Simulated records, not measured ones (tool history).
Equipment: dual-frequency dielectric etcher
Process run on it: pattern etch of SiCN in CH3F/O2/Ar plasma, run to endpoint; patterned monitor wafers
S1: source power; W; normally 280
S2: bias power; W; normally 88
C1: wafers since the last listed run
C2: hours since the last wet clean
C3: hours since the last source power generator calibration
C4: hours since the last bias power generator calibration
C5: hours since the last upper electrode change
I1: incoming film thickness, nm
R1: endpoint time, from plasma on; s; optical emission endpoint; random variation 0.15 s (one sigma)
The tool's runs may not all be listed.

| run | hour | S1 | S2 | C1 | C2 | C3 | C4 | C5 | I1 | R1 |
|---|---|---|---|---|---|---|---|---|---|---|
| 1 | 0.0 | 280 | 88 | 0 | 191.0 | 3455.3 | 1224.7 | 3316.4 | 10.62 | 32.0 |
| 2 | 46.2 | 280 | 88 | 669 | 237.2 | 3501.5 | 1270.9 | 3362.6 | 10.62 | 31.8 |
| 3 | 164.9 | 280 | 88 | 1719 | 355.9 | 3620.2 | 1389.6 | 3481.3 | 10.56 | 31.5 |
| 4 | 196.7 | 280 | 88 | 460 | 387.7 | 3652.0 | 1421.4 | 3513.1 | 10.59 | 31.6 |
| 5 | 251.0 | 280 | 88 | 786 | 442.0 | 3706.3 | 1475.7 | 3567.4 | 10.64 | 31.7 |
| 6 | 294.5 | 320 | 88 | 630 | 485.5 | 3749.8 | 1519.2 | 3610.9 | 10.63 | 30.2 |
|  | 330.4 | wet clean of the chamber |
| 7 | 360.3 | 320 | 88 | 605 | 29.9 | 3815.6 | 1585.0 | 3676.7 | 10.49 | 30.5 |
| 8 | 412.4 | 320 | 88 | 754 | 82.0 | 3867.7 | 1637.1 | 3728.8 | 10.65 | 30.8 |
| 9 | 443.7 | 280 | 88 | 453 | 113.3 | 3899.0 | 1668.4 | 3760.1 | 10.55 | 31.9 |
| 10 | 471.9 | 280 | 88 | 408 | 141.5 | 3927.2 | 1696.6 | 3788.3 | 10.57 | 31.9 |
|  | 488.6 | source power generator calibrated |
| 11 | 527.1 | 280 | 88 | 741 | 196.7 | 38.5 | 1751.8 | 3843.5 | 10.62 | 31.9 |
| 12 | 573.6 | 280 | 88 | 673 | 243.2 | 85.0 | 1798.3 | 3890.0 | 10.62 | 31.7 |
| 13 | 606.3 | 280 | 88 | 473 | 275.9 | 117.7 | 1831.0 | 3922.7 | 10.62 | 31.8 |
|  | 630.8 | upper electrode replaced |
| 14 | 659.6 | 280 | 88 | 424 | 329.2 | 171.0 | 1884.3 | 28.8 | 10.66 | 31.8 |
| 15 | 691.8 | 280 | 88 | 466 | 361.4 | 203.2 | 1916.5 | 61.0 | 10.55 | 31.3 |
| 16 | 724.7 | 280 | 88 | 476 | 394.3 | 236.1 | 1949.4 | 93.9 | 10.71 | 31.9 |
|  | 786.5 | bias power generator calibrated |
| 17 | 792.1 | 340 | 70 | 918 | 461.7 | 303.5 | 5.6 | 161.3 | 10.48 | 31.0 |
| 18 | 829.1 | 250 | 75 | 535 | 498.7 | 340.5 | 42.6 | 198.3 | 10.54 | 34.0 |
| 19 | 874.9 | 240 | 72 | 663 | 544.5 | 386.3 | 88.4 | 244.1 | 10.59 | 34.5 |
| 20 | 904.3 | 280 | 88 | 425 | 573.9 | 415.7 | 117.8 | 273.5 | 10.74 | 31.7 |
|  | 930.4 | wet clean of the chamber |
| 21 | 959.2 | 320 | 95 | 447 | 28.8 | 470.6 | 172.7 | 328.4 | 10.64 | 30.2 |
| 22 | 1005.0 | 250 | 106 | 663 | 74.6 | 516.4 | 218.5 | 374.2 | 10.65 | 31.5 |
| 23 | 1037.2 | 280 | 88 | 466 | 106.8 | 548.6 | 250.7 | 406.4 | 10.54 | 32.1 |
| 24 | 1062.5 | 210 | 88 | 366 | 132.1 | 573.9 | 276.0 | 431.7 | 10.51 | 34.9 |
| 25 | 1089.7 | 280 | 88 | 393 | 159.3 | 601.1 | 303.2 | 458.9 | 10.61 | 32.3 |
| 26 | 1135.1 | 330 | 67 | 657 | 204.7 | 646.5 | 348.6 | 504.3 | 10.59 | 32.4 |
| 27 | 1179.2 | 340 | 95 | 638 | 248.8 | 690.6 | 392.7 | 548.4 | 10.57 | 29.2 |
| 28 | 1230.8 | 260 | 106 | 747 | 300.4 | 742.2 | 444.3 | 600.0 | 10.60 | 30.7 |
| 29 | 1301.5 | 260 | 102 | 1023 | 371.1 | 812.9 | 515.0 | 670.7 | 10.68 | 31.5 |
| 30 | 1336.9 | 280 | 97 | 512 | 406.5 | 848.3 | 550.4 | 706.1 | 10.66 | 30.9 |
| 31 | 1397.3 | 280 | 88 | 874 | 466.9 | 908.7 | 610.8 | 766.5 | 10.65 | 31.7 |
| 32 | 1468.4 | 280 | 103 | 1029 | 538.0 | 979.8 | 681.9 | 837.6 | 10.49 | 29.8 |
|  | 1510.6 | wet clean of the chamber |
| 33 | 1511.1 | 320 | 105 | 270 | 0.5 | 1022.5 | 724.6 | 880.3 | 10.57 | 29.1 |
| 34 | 1551.1 | 280 | 88 | 579 | 40.5 | 1062.5 | 764.6 | 920.3 | 10.57 | 32.0 |

Hidden state or all else? Some run-to-run changes of R1, split into what the settings, what came in and random variation would give without the hidden state, and what is left for the hidden state (with any gauge scatter that isn't in both results):
The hidden state here: etch rate over this chamber's usual, %; source power that arrives over what is set, %; bias power that arrives over what is set, %.
Run 6 -> 7: wet clean of the chamber. R1 +0.3 s: hidden state +0.6, all else -0.3.
Run 17 -> 18: S1 340 -> 250, S2 70 -> 75. R1 +3.0 s: hidden state -0.1, all else +3.1.
Run 20 -> 21: S1 280 -> 320, S2 88 -> 95, wet clean of the chamber. R1 -1.5 s: hidden state +1.0, all else -2.5.
Run 26 -> 27: S1 330 -> 340, S2 67 -> 95. R1 -3.2 s: hidden state -0.1, all else -3.1.
Run 32 -> 33: S1 280 -> 320, S2 103 -> 105, wet clean of the chamber. R1 -0.7 s: hidden state +0.6, all else -1.3.
Run 33 -> 34: S1 320 -> 280, S2 105 -> 88. R1 +2.9 s: hidden state +0.0, all else +2.9.
